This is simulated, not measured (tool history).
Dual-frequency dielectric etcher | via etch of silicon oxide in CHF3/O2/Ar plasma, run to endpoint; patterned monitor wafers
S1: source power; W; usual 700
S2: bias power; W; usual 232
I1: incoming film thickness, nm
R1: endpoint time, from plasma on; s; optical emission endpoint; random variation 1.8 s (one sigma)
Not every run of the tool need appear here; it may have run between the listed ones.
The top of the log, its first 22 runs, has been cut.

run     day   S1   S2     I1     R1
 23  27.221  570  179  435.7    238
 24    28.3  860  187  434.5  199.2
 25   29.45  810  250  431.9  188.6
 26  30.812  860  187  435.1  201.2
 27  32.017  700  232  429.8  204.8
 28  32.621  520  265  432.7  226.5
 29  33.162  700  232  438.1  210.2
 30  33.742  600  188  437.6  232.8
 31   34.55  590  250  434.6  217.6
 32  35.662  570  201  434.9  235.4
 33  36.488  790  232  430.9  200.2
 34  37.375  560  177    431  244.7

Here are 5 independent what-if runs from the current tool condition. What would each one return?
  A  37.396  700  288  435.1   ?
  B  37.396  650  265  435.1   ?
  C  37.396  870  286  435.1   ?
  D  37.396  850  247  435.1   ?
  E  37.396  640  255  435.1   ?

run     R1
  A  198.2
  B    209
  C  182.6
  D  191.9
  E  212.6
Without the tool's hidden state the same runs would have given:
run     R1
  A  194.6
  B  205.2
  C  179.2
  D  188.4
  E  208.7
